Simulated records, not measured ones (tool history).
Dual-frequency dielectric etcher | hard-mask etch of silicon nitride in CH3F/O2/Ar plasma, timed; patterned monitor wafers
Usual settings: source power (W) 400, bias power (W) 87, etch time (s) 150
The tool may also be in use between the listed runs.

run	hour	source power (W)	bias power (W)	etch time (s)	read-back reference wafer on the same gauge, depth_nm	mean etch depth across the wafer (nm)
1	0	470	75	150	112	108.5
2	41.2	470	75	150	112	108.9
3	57.1	400	87	150	112	109.7
4	70	400	104	150	111.9	118.1
5	100.7	400	104	150	112	113.6
6	101	400	104	150	112	113.1
7	138.2	400	87	150	112.1	105.6
8	138.5	400	87	150	112	106
9	147.5	400	87	150	112.1	106.4
10	162.8	440	71	175.5	112.1	118.2
11	169.3	440	87	176.5	112	129.1
12	184.7	400	79	150	112	102.4
13	201.9	400	77	150	112	101.9
14	211.1	400	65	127	112	81
15	227.8	450	67	127.5	112.1	85.6

Taken out of this log: 5 entries between the listed runs. Where each belongs, and how the hidden state differs across it:
Between runs 4 and 5: bias power generator calibrated (hour 92.7); wet clean of the chamber (hour 100.2)
  etch rate over this chamber's usual, %: 4.64 -> 0.608
  measured less the result without the state, mean etch depth across the wafer (nm): +5.2 -> +0.6
Between runs 6 and 7: source power generator calibrated (hour 105); gauge calibrated (hour 106.1); upper electrode replaced (hour 137.7)
  etch rate over this chamber's usual, %: 0.611 -> 0.957
  measured less the result without the state, mean etch depth across the wafer (nm): +0.7 -> +1
